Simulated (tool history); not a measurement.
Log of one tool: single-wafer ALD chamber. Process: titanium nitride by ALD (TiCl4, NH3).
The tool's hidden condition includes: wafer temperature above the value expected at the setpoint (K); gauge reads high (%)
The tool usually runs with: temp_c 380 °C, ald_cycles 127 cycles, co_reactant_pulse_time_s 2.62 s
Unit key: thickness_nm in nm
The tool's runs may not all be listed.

run,day,temp_c,ald_cycles,co_reactant_pulse_time_s,wafers since the last listed run,hours since the last thermocouple change,hours since the showerhead was replaced,hours since the gauge calibration,"read-back reference wafer on the same gauge, thickness_nm",thickness_nm
1,0,376,127,2.62,0,2339.3,5315.8,84.2,2.812,2.945
2,0.658,380,127,2.62,26,2355.1,5331.6,100,2.818,2.951
3,1.058,380,136,2.62,15,2364.7,5341.2,109.6,2.816,3.17
4,1.308,380,136,2.62,9,2370.7,5347.2,115.6,2.82,3.174
5,2.979,380,136,2.62,66,2410.8,5387.3,155.7,2.826,3.191
6,3.4,380,127,2.62,16,2420.9,5397.4,165.8,2.826,2.97
7,4.021,380,127,2.62,24,2435.8,5412.3,180.7,2.826,2.969
# day 4.358: thermocouple changed; heater temperature recalibrated
8,4.379,376,118,2.62,0,0.5,5420.9,189.3,2.829,2.75
9,4.971,376,118,2.62,23,14.7,5435.1,203.5,2.831,2.746
10,5.45,376,118,2.62,19,26.2,5446.6,215,2.83,2.751
# day 5.862: showerhead replaced
11,5.883,380,118,2.62,3,36.6,0.5,225.4,2.83,2.745
12,6.367,380,118,2.62,19,48.2,12.1,237,2.831,2.764
13,6.988,387,150,2.91,24,63.1,27,251.9,2.836,3.541
# day 7.308: gauge calibrated
14,8.558,380,147,2.62,62,100.8,64.7,30,2.81,3.415
15,8.846,372,127,2.03,11,107.7,71.6,36.9,2.809,2.884
16,9.458,370,127,2.62,24,122.4,86.3,51.6,2.809,2.909
17,10.029,388,127,2.62,22,136.1,100,65.3,2.81,2.948
18,10.346,391,141,1.98,12,143.7,107.6,72.9,2.814,3.266
19,10.638,380,127,2.62,11,150.7,114.6,79.9,2.813,2.945
20,11.271,370,127,2.62,25,165.9,129.8,95.1,2.817,2.904
21,11.654,380,127,2.62,15,175.1,139,104.3,2.817,2.946
22,12.142,380,110,3.38,19,186.8,150.7,116,2.817,2.584
23,12.575,367,127,2.62,17,197.2,161.1,126.4,2.817,2.915
24,13.042,380,127,2.62,18,208.4,172.3,137.6,2.82,2.967

Here are 5 independent what-if runs from the current tool condition. What would each one return?
A,13.071,390,127,2.62,1,209.1,173,138.3,?,?
B,13.071,380,134,2.62,1,209.1,173,138.3,?,?
C,13.071,371,127,2.62,1,209.1,173,138.3,?,?
D,13.071,380,127,2.11,1,209.1,173,138.3,?,?
E,13.071,391,152,1.68,1,209.1,173,138.3,?,?

run,"read-back reference wafer on the same gauge, thickness_nm",thickness_nm
A,2.822,2.976
B,2.822,3.117
C,2.822,2.924
D,2.822,2.926
E,2.822,3.506
Stripped of hidden state, with their random variation kept, the same runs would have yielded:
run,thickness_nm
A,2.954
B,3.094
C,2.903
D,2.905
E,3.48

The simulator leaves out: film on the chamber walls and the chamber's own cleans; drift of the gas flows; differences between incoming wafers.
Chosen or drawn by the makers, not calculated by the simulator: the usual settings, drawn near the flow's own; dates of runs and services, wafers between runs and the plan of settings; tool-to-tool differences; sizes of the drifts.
